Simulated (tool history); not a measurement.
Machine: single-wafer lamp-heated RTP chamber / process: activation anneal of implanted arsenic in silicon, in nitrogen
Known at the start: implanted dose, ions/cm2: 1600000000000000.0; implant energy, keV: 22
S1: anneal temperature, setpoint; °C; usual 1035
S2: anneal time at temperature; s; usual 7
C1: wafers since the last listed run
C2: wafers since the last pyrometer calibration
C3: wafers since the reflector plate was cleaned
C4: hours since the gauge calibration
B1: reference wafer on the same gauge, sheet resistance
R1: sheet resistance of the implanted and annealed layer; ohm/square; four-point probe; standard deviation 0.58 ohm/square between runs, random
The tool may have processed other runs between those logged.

run	hour	S1	S2	C1	C2	C3	C4	B1	R1
1	0	1035	7	0	4988	4988	1666.3	129.1	106.35
2	28.6	1035	7	441	5429	5429	1694.9	128.74	106.66
3	89.8	1035	7	943	6373	6373	1756.1	128.89	106.76
4	119	1035	7	450	6823	6823	1785.3	128.82	106.33
5	157.3	1035	7	590	7414	7414	1823.6	128.83	106.89
# hour 223.8: pyrometer window cleaned and pyrometer calibrated
6	287.4	1027	7	1882	980	9297	1953.7	129.04	108.64
7	358.7	1027	7	1099	2080	10397	2025	129.14	107.57
# hour 381.6: reflector plate cleaned
8	416	1027	7	760	2840	529	2082.3	129.03	110.98
9	461.6	1054	7	703	3543	1233	2127.9	129.13	100.8
10	501.7	1035	7	618	4162	1851	2168	128.77	107.16
11	557.9	1048	7	866	5028	2718	2224.2	128.86	101.89
12	594.1	1048	7	558	5587	3276	2260.4	129.1	103.06
13	657.4	1048	7	976	6563	4252	2323.7	128.96	104.01
14	687.8	1061	3	468	7032	4721	2354.1	129.17	108.59
# hour 728: gauge calibrated
# hour 738.9: pyrometer window cleaned and pyrometer calibrated
15	757.8	1035	4	956	290	5677	29.8	129.18	112.96
16	806.7	1035	11	754	1044	6431	78.7	129.03	99.86
17	834.2	1027	7	424	1469	6855	106.2	128.97	108.3
18	893	1027	7	906	2375	7762	165	129.23	108.35
19	925.8	1035	7	505	2881	8268	197.8	128.97	105.33
20	985.6	1059	4	922	3803	9190	257.6	128.98	104.8
21	1045.9	1035	7	929	4733	10120	317.9	128.95	106.06
# hour 1077.3: reflector plate cleaned
22	1109.8	1023	11	862	5595	501	381.8	129.13	106.93
23	1167.5	1048	7	889	6485	1391	439.5	128.84	104.39
24	1215.4	1024	4	738	7224	2130	487.4	128.74	117.23
25	1251.9	1018	4	562	7787	2692	523.9	129	118.25
26	1280.3	1056	9	437	8225	3130	552.3	129	97.4
# hour 1318.4: pyrometer window cleaned and pyrometer calibrated
27	1469.1	1057	11	2788	2323	5919	741.1	129.07	93.99
28	1506.2	1043	11	572	2895	6491	778.2	128.83	98.41
29	1558.9	1035	10	812	3708	7304	830.9	129.12	102.48
30	1618.7	1010	9	922	4630	8226	890.7	129.21	111.35
31	1676.5	1035	9	891	5521	9117	948.5	129.07	103.38
32	1710.1	1035	7	518	6039	9635	982.1	129.02	105.1
# hour 1729: reflector plate cleaned
# hour 1780.3: pyrometer window cleaned and pyrometer calibrated
33	1918.9	1027	7	2973	2137	2805	1190.9	128.91	109.33
34	1970.7	1035	11	798	2936	3604	1242.7	128.94	101.21
35	2001.7	1035	7	478	3414	4082	1273.7	129.02	106.81
36	2044.2	1035	7	655	4069	4737	1316.2	128.95	107.72
37	2097.3	1026	7	818	4888	5556	1369.3	128.83	109.13

What differs in the tool's unlogged condition from the final listed run ahead of each entry between runs to the first listed run following it?
Logged between run 5 and run 6: pyrometer window cleaned and pyrometer calibrated (hour 223.8)
  wafer temperature error from the tarnished reflector plate, K: 6.54 -> 8.23
  the result without the hidden state subtracted from the measured one, R1: -2.14 -> -2.75 ohm/square
Logged between run 7 and run 8: reflector plate cleaned (hour 381.6)
  wafer temperature error from the tarnished reflector plate, K: 9.16 -> 1.7
  the result without the hidden state subtracted from the measured one, R1: -3.04 -> -0.57 ohm/square
Logged between run 14 and run 15: gauge calibrated (hour 728); pyrometer window cleaned and pyrometer calibrated (hour 738.9)
  wafer temperature error from the tarnished reflector plate, K: 5.24 -> 6.15
  the result without the hidden state subtracted from the measured one, R1: -1.44 -> -1.95 ohm/square
Logged between run 21 and run 22: reflector plate cleaned (hour 1077.3)
  wafer temperature error from the tarnished reflector plate, K: 9.9 -> 0.639
  the result without the hidden state subtracted from the measured one, R1: -3.23 -> -0.22 ohm/square
Logged between run 26 and run 27: pyrometer window cleaned and pyrometer calibrated (hour 1318.4)
  wafer temperature error from the tarnished reflector plate, K: 2.86 -> 5.32
  the result without the hidden state subtracted from the measured one, R1: -0.88 -> -1.64 ohm/square
Logged between run 32 and run 33: reflector plate cleaned (hour 1729); pyrometer window cleaned and pyrometer calibrated (hour 1780.3)
  wafer temperature error from the tarnished reflector plate, K: 8.45 -> 3.97
  the result without the hidden state subtracted from the measured one, R1: -2.72 -> -1.32 ohm/square
